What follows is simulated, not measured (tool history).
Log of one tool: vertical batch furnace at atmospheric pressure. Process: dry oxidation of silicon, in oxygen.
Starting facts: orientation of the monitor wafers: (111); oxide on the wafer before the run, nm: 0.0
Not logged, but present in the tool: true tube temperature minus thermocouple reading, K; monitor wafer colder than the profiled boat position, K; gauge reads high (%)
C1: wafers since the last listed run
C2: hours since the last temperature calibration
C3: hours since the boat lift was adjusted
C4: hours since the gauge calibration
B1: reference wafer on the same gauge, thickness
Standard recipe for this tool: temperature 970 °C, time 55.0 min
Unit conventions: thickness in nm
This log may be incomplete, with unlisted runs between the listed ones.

Run 1, hour 0.0: usual settings; C1 0; C2 3311.8; C3 4417.8; C4 671.1; B1 40.30. Result: thickness 48.86 nm.
Run 2, hour 75.5: usual settings; C1 912; C2 3387.3; C3 4493.3; C4 746.6; B1 40.29. Result: thickness 48.82 nm.
Run 3, hour 181.3: usual settings; C1 1278; C2 3493.1; C3 4599.1; C4 852.4; B1 40.31. Result: thickness 48.74 nm.
Run 4, hour 236.9: usual settings but temperature 976 °C, time 44.0 min; C1 671; C2 3548.7; C3 4654.7; C4 908.0; B1 40.29. Result: thickness 43.96 nm.
Run 5, hour 328.7: usual settings but temperature 976 °C, time 44.0 min; C1 1109; C2 3640.5; C3 4746.5; C4 999.8; B1 40.31. Result: thickness 43.90 nm.
Run 6, hour 423.9: usual settings but temperature 954 °C; C1 1150; C2 3735.7; C3 4841.7; C4 1095.0; B1 40.32. Result: thickness 42.73 nm.
Run 7, hour 511.3: usual settings but temperature 954 °C; C1 1055; C2 3823.1; C3 4929.1; C4 1182.4; B1 40.28. Result: thickness 42.69 nm.
Run 8, hour 617.4: usual settings but temperature 954 °C; C1 1281; C2 3929.2; C3 5035.2; C4 1288.5; B1 40.30. Result: thickness 42.78 nm.
Run 9, hour 721.0: usual settings; C1 1251; C2 4032.8; C3 5138.8; C4 1392.1; B1 40.31. Result: thickness 48.69 nm.
Run 10, hour 758.9: usual settings; C1 457; C2 4070.7; C3 5176.7; C4 1430.0; B1 40.32. Result: thickness 48.64 nm.
Run 11, hour 825.9: usual settings but temperature 955 °C, time 33.0 min; C1 809; C2 4137.7; C3 5243.7; C4 1497.0; B1 40.29. Result: thickness 30.33 nm.
Run 12, hour 884.4: usual settings but temperature 955 °C, time 33.0 min; C1 706; C2 4196.2; C3 5302.2; C4 1555.5; B1 40.26. Result: thickness 30.35 nm.
At hour 921.2: boat lift adjusted.
Run 13, hour 928.2: usual settings but temperature 955 °C, time 33.0 min; C1 239; C2 4240.0; C3 7.0; C4 1599.3; B1 40.32. Result: thickness 29.89 nm.
At hour 965.5: thermocouples replaced and temperature profile calibrated.
Run 14, hour 1034.8: usual settings but temperature 957 °C; C1 997; C2 69.3; C3 113.6; C4 1705.9; B1 40.30. Result: thickness 43.06 nm.
At hour 1078.9: gauge calibrated.
Run 15, hour 1102.1: usual settings but temperature 988 °C, time 39.0 min; C1 813; C2 136.6; C3 180.9; C4 23.2; B1 40.31. Result: thickness 43.81 nm.
Run 16, hour 1191.2: usual settings but time 39.0 min; C1 1076; C2 225.7; C3 270.0; C4 112.3; B1 40.31. Result: thickness 37.97 nm.
Run 17, hour 1254.6: usual settings but temperature 977 °C, time 66.0 min; C1 765; C2 289.1; C3 333.4; C4 175.7; B1 40.33. Result: thickness 57.10 nm.
At hour 1313.7: boat lift adjusted, repeated, since the last time left the tool worse.
Run 18, hour 1314.2: usual settings but temperature 988 °C, time 37.0 min; C1 430; C2 348.7; C3 0.5; C4 235.3; B1 40.31. Result: thickness 43.77 nm.
Run 19, hour 1380.3: usual settings but temperature 952 °C, time 40.0 min; C1 798; C2 414.8; C3 66.6; C4 301.4; B1 40.30. Result: thickness 34.43 nm.
Run 20, hour 1441.8: usual settings; C1 742; C2 476.3; C3 128.1; C4 362.9; B1 40.29. Result: thickness 49.84 nm.
Run 21, hour 1541.1: usual settings but temperature 961 °C; C1 1199; C2 575.6; C3 227.4; C4 462.2; B1 40.32. Result: thickness 46.16 nm.
Run 22, hour 1618.2: usual settings but temperature 948 °C; C1 931; C2 652.7; C3 304.5; C4 539.3; B1 40.30. Result: thickness 41.54 nm.
Run 23, hour 1696.8: usual settings; C1 949; C2 731.3; C3 383.1; C4 617.9; B1 40.29. Result: thickness 49.64 nm.
Run 24, hour 1788.7: usual settings; C1 1110; C2 823.2; C3 475.0; C4 709.8; B1 40.29. Result: thickness 49.81 nm.
Run 25, hour 1843.7: usual settings but temperature 984 °C; C1 664; C2 878.2; C3 530.0; C4 764.8; B1 40.28. Result: thickness 55.48 nm.
Run 26, hour 1905.5: usual settings; C1 746; C2 940.0; C3 591.8; C4 826.6; B1 40.31. Result: thickness 49.72 nm.
Run 27, hour 1954.1: usual settings; C1 587; C2 988.6; C3 640.4; C4 875.2; B1 40.31. Result: thickness 49.71 nm.
Run 28, hour 2055.6: usual settings but time 66.0 min; C1 1226; C2 1090.1; C3 741.9; C4 976.7; B1 40.30. Result: thickness 56.16 nm.

Branching from run 28: 4 alternative next runs. What would each branch give?
Run A, hour 2059.6: usual settings; C1 48; C2 1094.1; C3 745.9; C4 980.7; B1 ?. Result: thickness ?.
Run B, hour 2059.6: usual settings but time 64.5 min; C1 48; C2 1094.1; C3 745.9; C4 980.7; B1 ?. Result: thickness ?.
Run C, hour 2059.6: usual settings but temperature 985 °C, time 28.0 min; C1 48; C2 1094.1; C3 745.9; C4 980.7; B1 ?. Result: thickness ?.
Run D, hour 2059.6: usual settings but temperature 988 °C, time 39.5 min; C1 48; C2 1094.1; C3 745.9; C4 980.7; B1 ?. Result: thickness ?.

run     B1  thickness
  A  40.28      49.46
  B  40.28      55.13
  C  40.28      35.24
  D  40.28      45.47
With the hidden condition removed and each run's random variation left untouched, the same runs would have given:
run  thickness
  A      49.82
  B      55.53
  C      35.48
  D      45.78
